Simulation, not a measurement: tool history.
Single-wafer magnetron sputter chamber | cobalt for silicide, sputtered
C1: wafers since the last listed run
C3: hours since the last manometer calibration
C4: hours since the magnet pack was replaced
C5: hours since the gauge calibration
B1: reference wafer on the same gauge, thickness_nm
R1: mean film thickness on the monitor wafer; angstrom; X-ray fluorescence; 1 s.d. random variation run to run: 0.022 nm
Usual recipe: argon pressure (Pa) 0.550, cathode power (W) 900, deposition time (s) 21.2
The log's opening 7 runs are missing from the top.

run 8 hour=81.2 | argon_pressure_(Pa)=0.550 cathode_power_(W)=900 deposition_time_(s)=21.2 | C1=438 wafers_on_the_sputter_target=456 C3=1908.8 C4=9184.4 C5=258.8 | B1=10.117 | R1=97.01
run 9 hour=98.2 | argon_pressure_(Pa)=0.660 cathode_power_(W)=900 deposition_time_(s)=21.2 | C1=620 wafers_on_the_sputter_target=1077 C3=1925.8 C4=9201.4 C5=275.8 | B1=10.117 | R1=91.74
run 10 hour=115.2 | argon_pressure_(Pa)=0.660 cathode_power_(W)=900 deposition_time_(s)=21.2 | C1=620 wafers_on_the_sputter_target=1697 C3=1942.8 C4=9218.4 C5=292.8 | B1=10.122 | R1=92.24
run 11 hour=128.7 | argon_pressure_(Pa)=0.660 cathode_power_(W)=900 deposition_time_(s)=21.2 | C1=492 wafers_on_the_sputter_target=2190 C3=1956.3 C4=9231.9 C5=306.3 | B1=10.117 | R1=92.10
run 12 hour=144.6 | argon_pressure_(Pa)=0.603 cathode_power_(W)=900 deposition_time_(s)=21.2 | C1=580 wafers_on_the_sputter_target=2771 C3=1972.2 C4=9247.8 C5=322.2 | B1=10.122 | R1=94.47
run 13 hour=157.9 | argon_pressure_(Pa)=0.626 cathode_power_(W)=900 deposition_time_(s)=21.2 | C1=485 wafers_on_the_sputter_target=3257 C3=1985.5 C4=9261.1 C5=335.5 | B1=10.117 | R1=93.46
run 14 hour=175.5 | argon_pressure_(Pa)=0.626 cathode_power_(W)=900 deposition_time_(s)=21.2 | C1=642 wafers_on_the_sputter_target=3899 C3=2003.1 C4=9278.7 C5=353.1 | B1=10.119 | R1=93.71
run 15 hour=193.3 | argon_pressure_(Pa)=0.550 cathode_power_(W)=900 deposition_time_(s)=19.4 | C1=649 wafers_on_the_sputter_target=4549 C3=2020.9 C4=9296.5 C5=370.9 | B1=10.116 | R1=89.04
run 16 hour=210.8 | argon_pressure_(Pa)=0.753 cathode_power_(W)=1100 deposition_time_(s)=17.5 | C1=639 wafers_on_the_sputter_target=5188 C3=2038.4 C4=9314.0 C5=388.4 | B1=10.116 | R1=89.13
-- hour=214.5 gauge calibrated
run 17 hour=227.0 | argon_pressure_(Pa)=0.550 cathode_power_(W)=700 deposition_time_(s)=18.3 | C1=591 wafers_on_the_sputter_target=5780 C3=2054.6 C4=9330.2 C5=12.5 | B1=10.126 | R1=65.03
-- hour=253.7 capacitance manometer re-zeroed and calibrated
-- hour=264.9 sputter target and shields replaced
run 18 hour=265.4 | argon_pressure_(Pa)=0.550 cathode_power_(W)=800 deposition_time_(s)=22.5 | C1=817 wafers_on_the_sputter_target=17 C3=11.7 C4=9368.6 C5=50.9 | B1=10.123 | R1=91.06
run 19 hour=273.3 | argon_pressure_(Pa)=0.426 cathode_power_(W)=900 deposition_time_(s)=21.2 | C1=288 wafers_on_the_sputter_target=306 C3=19.6 C4=9376.5 C5=58.8 | B1=10.119 | R1=102.88
run 20 hour=285.7 | argon_pressure_(Pa)=0.550 cathode_power_(W)=800 deposition_time_(s)=21.2 | C1=452 wafers_on_the_sputter_target=758 C3=32.0 C4=9388.9 C5=71.2 | B1=10.118 | R1=86.19
run 21 hour=296.5 | argon_pressure_(Pa)=0.550 cathode_power_(W)=850 deposition_time_(s)=21.2 | C1=394 wafers_on_the_sputter_target=1153 C3=42.8 C4=9399.7 C5=82.0 | B1=10.122 | R1=91.33
run 22 hour=314.3 | argon_pressure_(Pa)=0.550 cathode_power_(W)=700 deposition_time_(s)=18.3 | C1=649 wafers_on_the_sputter_target=1803 C3=60.6 C4=9417.5 C5=99.8 | B1=10.119 | R1=65.12
-- hour=329.0 magnet pack replaced
run 23 hour=329.5 | argon_pressure_(Pa)=0.619 cathode_power_(W)=1000 deposition_time_(s)=18.8 | C1=262 wafers_on_the_sputter_target=2066 C3=75.8 C4=0.5 C5=115.0 | B1=10.126 | R1=92.51
run 24 hour=344.3 | argon_pressure_(Pa)=0.340 cathode_power_(W)=900 deposition_time_(s)=23.6 | C1=540 wafers_on_the_sputter_target=2606 C3=90.6 C4=15.3 C5=129.8 | B1=10.122 | R1=119.05
run 25 hour=354.1 | argon_pressure_(Pa)=0.550 cathode_power_(W)=900 deposition_time_(s)=21.2 | C1=357 wafers_on_the_sputter_target=2964 C3=100.4 C4=25.1 C5=139.6 | B1=10.119 | R1=96.76
run 26 hour=362.1 | argon_pressure_(Pa)=0.628 cathode_power_(W)=800 deposition_time_(s)=17.8 | C1=292 wafers_on_the_sputter_target=3256 C3=108.4 C4=33.1 C5=147.6 | B1=10.116 | R1=69.89
run 27 hour=374.1 | argon_pressure_(Pa)=0.489 cathode_power_(W)=1050 deposition_time_(s)=22.7 | C1=438 wafers_on_the_sputter_target=3694 C3=120.4 C4=45.1 C5=159.6 | B1=10.118 | R1=124.45
run 28 hour=380.7 | argon_pressure_(Pa)=0.550 cathode_power_(W)=900 deposition_time_(s)=21.2 | C1=241 wafers_on_the_sputter_target=3935 C3=127.0 C4=51.7 C5=166.2 | B1=10.121 | R1=96.87
run 29 hour=396.3 | argon_pressure_(Pa)=0.469 cathode_power_(W)=750 deposition_time_(s)=18.9 | C1=569 wafers_on_the_sputter_target=4505 C3=142.6 C4=67.3 C5=181.8 | B1=10.121 | R1=74.89
run 30 hour=412.0 | argon_pressure_(Pa)=0.645 cathode_power_(W)=1100 deposition_time_(s)=25.4 | C1=573 wafers_on_the_sputter_target=5078 C3=158.3 C4=83.0 C5=197.5 | B1=10.114 | R1=136.25
run 31 hour=423.5 | argon_pressure_(Pa)=0.760 cathode_power_(W)=850 deposition_time_(s)=21.2 | C1=419 wafers_on_the_sputter_target=5498 C3=169.8 C4=94.5 C5=209.0 | B1=10.119 | R1=83.59

4 options for the next run, each taken on its own from the tool as it stands now. Forecast them:
run A hour=423.9 | argon_pressure_(Pa)=0.550 cathode_power_(W)=1050 deposition_time_(s)=21.2 | C1=14 wafers_on_the_sputter_target=5513 C3=170.2 C4=94.9 C5=209.4 | B1=? | R1=?
run B hour=423.9 | argon_pressure_(Pa)=0.419 cathode_power_(W)=900 deposition_time_(s)=21.2 | C1=14 wafers_on_the_sputter_target=5513 C3=170.2 C4=94.9 C5=209.4 | B1=? | R1=?
run C hour=423.9 | argon_pressure_(Pa)=0.649 cathode_power_(W)=900 deposition_time_(s)=21.2 | C1=14 wafers_on_the_sputter_target=5513 C3=170.2 C4=94.9 C5=209.4 | B1=? | R1=?
run D hour=423.9 | argon_pressure_(Pa)=0.466 cathode_power_(W)=1100 deposition_time_(s)=19.4 | C1=14 wafers_on_the_sputter_target=5513 C3=170.2 C4=94.9 C5=209.4 | B1=? | R1=?

run=A B1=10.119 R1=113.25
run=B B1=10.119 R1=103.23
run=C B1=10.119 R1=92.75
run=D B1=10.119 R1=112.92
With the hidden condition removed and each run's random variation left untouched, the same runs would have given:
run=A R1=113.25
run=B R1=103.23
run=C R1=92.75
run=D R1=112.92
